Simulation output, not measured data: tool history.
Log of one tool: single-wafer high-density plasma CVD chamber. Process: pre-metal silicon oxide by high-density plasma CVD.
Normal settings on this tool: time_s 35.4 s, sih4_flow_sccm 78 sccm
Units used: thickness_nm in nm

run   hour  time_s  sih4_flow_sccm  wafers since the last listed run  hours since the silane flow controller was replaced  hours since the gauge calibration  read-back reference wafer on the same gauge, thickness_nm  thickness_nm
  1      0    35.4              72                                 0                                               3910.8                                1.7                                                    289.458       255.791
  2    7.4    35.4              78                               253                                               3918.2                                9.1                                                    289.234       277.694
  3   22.6    35.4              78                               520                                               3933.4                               24.3                                                    289.261       277.677
  4   33.8    35.4              78                               383                                               3944.6                               35.5                                                      289.5       277.172
  5   44.6    39.1              70                               370                                               3955.4                               46.3                                                    289.393       275.475
  6   94.3    39.1              70                              1703                                               4005.1                                 96                                                    289.777       275.296
  7  109.4    35.4              78                               517                                               4020.2                              111.1                                                    290.082       277.956
  8  119.9    35.4              78                               359                                               4030.7                              121.6                                                    290.023       278.032
  9    129    35.4              78                               311                                               4039.8                              130.7                                                    290.035       277.938
 10    140    35.4              73                               376                                               4050.8                              141.7                                                    290.204       259.761
 11  148.2    40.3              72                               281                                                 4059                              149.9                                                    290.469       292.359
 12  158.5    35.4              78                               352                                               4069.3                              160.2                                                     290.57       278.624
 13  166.2    33.1              67                               263                                                 4077                              167.9                                                    290.713       223.609
 14  175.1    35.4              85                               304                                               4085.9                              176.8                                                    290.785       304.522
 15  189.5    37.7              93                               493                                               4100.3                              191.2                                                    291.034        355.21
     207.8  -- silane flow controller replaced
 16  212.9    35.4              78                               527                                                  5.1                              214.6                                                    291.638       278.684
 17  221.9    40.8              63                               308                                                 14.1                              223.6                                                    291.752        260.34
     222.4  -- gauge calibrated
 18  229.8    28.8              83                               270                                                   22                                7.4                                                     288.85       238.991
 19    245    31.1              89                               520                                                 37.2                               22.6                                                    288.706       276.986
 20  282.7    35.4              78                              1291                                                 74.9                               60.3                                                    289.017       276.649

Run by run, hidden condition taken away, random variation retained:
Hidden conditions of the tool in this case: delivered silane flow above the setpoint (%); gauge reads high (%).
run  thickness_nm
  1       255.448
  2       277.318
  3       277.279
  4       276.747
  5       275.016
  6       274.539
  7       277.059
  8       277.031
  9       276.841
 10       258.617
 11       290.966
 12        277.16
 13       222.348
 14       302.663
 15       352.757
 16       276.359
 17       258.013
 18       239.187
 19       277.194
 20       276.724

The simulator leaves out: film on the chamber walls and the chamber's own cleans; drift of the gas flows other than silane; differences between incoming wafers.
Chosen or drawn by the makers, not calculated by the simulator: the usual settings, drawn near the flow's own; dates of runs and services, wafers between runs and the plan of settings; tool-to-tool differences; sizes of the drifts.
